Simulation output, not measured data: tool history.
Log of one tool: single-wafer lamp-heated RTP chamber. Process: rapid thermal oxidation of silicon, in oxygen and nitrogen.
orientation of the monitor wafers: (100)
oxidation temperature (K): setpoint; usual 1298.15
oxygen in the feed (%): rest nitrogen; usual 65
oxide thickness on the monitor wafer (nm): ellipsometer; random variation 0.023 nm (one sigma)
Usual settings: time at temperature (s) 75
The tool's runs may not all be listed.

run	hour	oxidation temperature (K)	time at temperature (s)	oxygen in the feed (%)	read-back reference wafer on the same gauge, thickness	oxide thickness on the monitor wafer (nm)
1	0	1298.15	75	65	6.245	7.237
2	51.3	1298.15	75	65	6.246	7.272
3	96.9	1298.15	75	65	6.239	7.279
4	165.9	1298.15	75	65	6.244	7.337
# hour 177: pyrometer window cleaned and pyrometer calibrated
5	194.4	1298.15	75	65	6.244	7.025
6	258.7	1298.15	75	65	6.24	7.055
7	323.7	1298.15	100	65	6.238	8.109
8	381.9	1298.15	100	65	6.241	8.118
9	555.4	1298.15	75	65	6.234	7.247
10	674.9	1291.15	75	65	6.238	6.92
11	743.9	1298.15	75	65	6.246	7.311
# hour 751.4: gauge calibrated
12	793	1298.15	75	65	6.238	7.33
# hour 828.5: pyrometer window cleaned and pyrometer calibrated
13	844.2	1298.15	75	65	6.236	6.994
14	904.4	1298.15	75	65	6.243	7.094
15	961.8	1298.15	75	65	6.236	7.088
16	1011.1	1298.15	59	48	6.243	5.783
17	1062.3	1298.15	59	48	6.234	5.769
18	1105.2	1298.15	75	65	6.248	7.176
19	1148.5	1323.15	97	84	6.243	10.551
20	1192.7	1298.15	54	65	6.237	6.207

Run 21 comes next. What will it give?
# hour 1233.9: oxygen flow controller replaced
21	1234.4	1298.15	53	45	?	?

{"run 21": {"read-back reference wafer on the same gauge, thickness": 6.248, "oxide thickness on the monitor wafer (nm)": 5.445}}
Without the tool's hidden state the same run would have given oxide thickness on the monitor wafer (nm) 5.293.
